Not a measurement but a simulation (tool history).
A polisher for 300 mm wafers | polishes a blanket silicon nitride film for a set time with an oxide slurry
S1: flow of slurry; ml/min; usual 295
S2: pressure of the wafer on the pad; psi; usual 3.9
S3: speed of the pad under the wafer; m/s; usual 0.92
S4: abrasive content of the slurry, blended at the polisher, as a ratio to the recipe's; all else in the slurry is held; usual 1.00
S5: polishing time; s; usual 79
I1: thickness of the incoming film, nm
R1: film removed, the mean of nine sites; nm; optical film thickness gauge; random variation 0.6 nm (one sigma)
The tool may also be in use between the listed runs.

run 1 day=0.000 | S1=295 S2=3.9 S3=0.92 S4=0.90 S5=79 | I1=466.1 | R1=40.6
run 2 day=0.417 | S1=295 S2=3.9 S3=0.92 S4=0.90 S5=79 | I1=467.7 | R1=40.8
run 3 day=0.783 | S1=380 S2=3.9 S3=0.92 S4=1.00 S5=79 | I1=463.6 | R1=45.6
run 4 day=1.433 | S1=295 S2=3.9 S3=0.92 S4=1.00 S5=79 | I1=468.5 | R1=44.5
-- day=2.783 worn pad replaced by a new one
run 5 day=2.975 | S1=295 S2=3.9 S3=1.24 S4=0.80 S5=102 | I1=477.1 | R1=56.3
-- day=3.429 slurry blender recalibrated
-- day=3.604 head pressure recalibrated
run 6 day=4.071 | S1=200 S2=3.9 S3=0.92 S4=1.00 S5=79 | I1=465.9 | R1=44.2
run 7 day=4.404 | S1=295 S2=3.9 S3=0.92 S4=1.00 S5=79 | I1=469.8 | R1=46.6
run 8 day=5.133 | S1=255 S2=3.9 S3=0.92 S4=1.00 S5=107 | I1=468.1 | R1=60.3
run 9 day=5.712 | S1=250 S2=3.9 S3=0.66 S4=1.15 S5=79 | I1=470.1 | R1=38.7
run 10 day=6.292 | S1=295 S2=3.9 S3=0.82 S4=1.30 S5=79 | I1=465.7 | R1=49.4
-- day=6.658 slurry nozzle cleaned
-- day=6.883 conditioning disc replaced and pad reconditioned
run 11 day=7.008 | S1=295 S2=3.0 S3=1.22 S4=1.00 S5=79 | I1=474.2 | R1=47.8
-- day=7.417 worn pad replaced by a new one
run 12 day=7.725 | S1=225 S2=5.3 S3=0.70 S4=1.00 S5=106 | I1=467.7 | R1=66.0
run 13 day=8.412 | S1=295 S2=4.8 S3=0.84 S4=1.00 S5=79 | I1=464.7 | R1=53.6
run 14 day=8.829 | S1=295 S2=3.9 S3=0.84 S4=0.75 S5=79 | I1=462.3 | R1=31.9
run 15 day=9.088 | S1=295 S2=3.1 S3=1.12 S4=0.85 S5=64 | I1=470.2 | R1=31.7
run 16 day=9.642 | S1=295 S2=3.9 S3=0.82 S4=1.30 S5=79 | I1=476.4 | R1=49.8
run 17 day=10.171 | S1=195 S2=4.5 S3=0.74 S4=1.00 S5=79 | I1=462.8 | R1=42.2
run 18 day=10.646 | S1=295 S2=4.6 S3=0.92 S4=0.75 S5=79 | I1=462.0 | R1=40.1
run 19 day=11.029 | S1=295 S2=2.8 S3=0.82 S4=0.80 S5=79 | I1=468.9 | R1=26.7
-- day=11.392 slurry blender recalibrated
-- day=11.704 worn pad replaced by a new one
run 20 day=11.775 | S1=295 S2=3.9 S3=0.92 S4=1.00 S5=79 | I1=468.6 | R1=45.4
run 21 day=12.400 | S1=325 S2=3.9 S3=1.08 S4=1.00 S5=102 | I1=464.2 | R1=68.0
run 22 day=12.954 | S1=295 S2=3.5 S3=1.08 S4=0.75 S5=79 | I1=463.1 | R1=34.2
run 23 day=13.292 | S1=190 S2=3.9 S3=0.92 S4=1.20 S5=70 | I1=462.9 | R1=41.7
run 24 day=13.671 | S1=260 S2=3.9 S3=0.92 S4=0.80 S5=79 | I1=472.5 | R1=36.6
run 25 day=13.950 | S1=250 S2=3.9 S3=0.66 S4=1.15 S5=79 | I1=468.6 | R1=38.7

What the log doesn't show, run by run:
removal rate lost through wear of the pad, %: 0 in every run
abrasive missing from the slurry, %: 0 in every run
time polished since the conditioner stopped cutting, s: 0 in every run
H1: slurry flow missing at the pad, %
H2: deviation of the head's pressure from its setpoint, %
run=1 H1=17.9 H2=-7.46
run=2 H1=21.5 H2=-7.68
run=3 H1=24.2 H2=-7.87
run=4 H1=28.2 H2=-8.21
run=5 H1=34.9 H2=-9.06
run=6 H1=37.9 H2=-1.67
run=7 H1=38.6 H2=-1.67
run=8 H1=39.9 H2=-1.68
run=9 H1=40.7 H2=-1.7
run=10 H1=41.4 H2=-1.72
run=11 H1=8.09 H2=-1.75
run=12 H1=16.2 H2=-1.79
run=13 H1=22.4 H2=-1.84
run=14 H1=25.4 H2=-1.87
run=15 H1=27.1 H2=-1.89
run=16 H1=30.3 H2=-1.94
run=17 H1=32.8 H2=-1.99
run=18 H1=34.7 H2=-2.04
run=19 H1=36 H2=-2.08
run=20 H1=38.1 H2=-2.17
run=21 H1=39.5 H2=-2.25
run=22 H1=40.6 H2=-2.32
run=23 H1=41.1 H2=-2.37
run=24 H1=41.6 H2=-2.43
run=25 H1=42 H2=-2.47

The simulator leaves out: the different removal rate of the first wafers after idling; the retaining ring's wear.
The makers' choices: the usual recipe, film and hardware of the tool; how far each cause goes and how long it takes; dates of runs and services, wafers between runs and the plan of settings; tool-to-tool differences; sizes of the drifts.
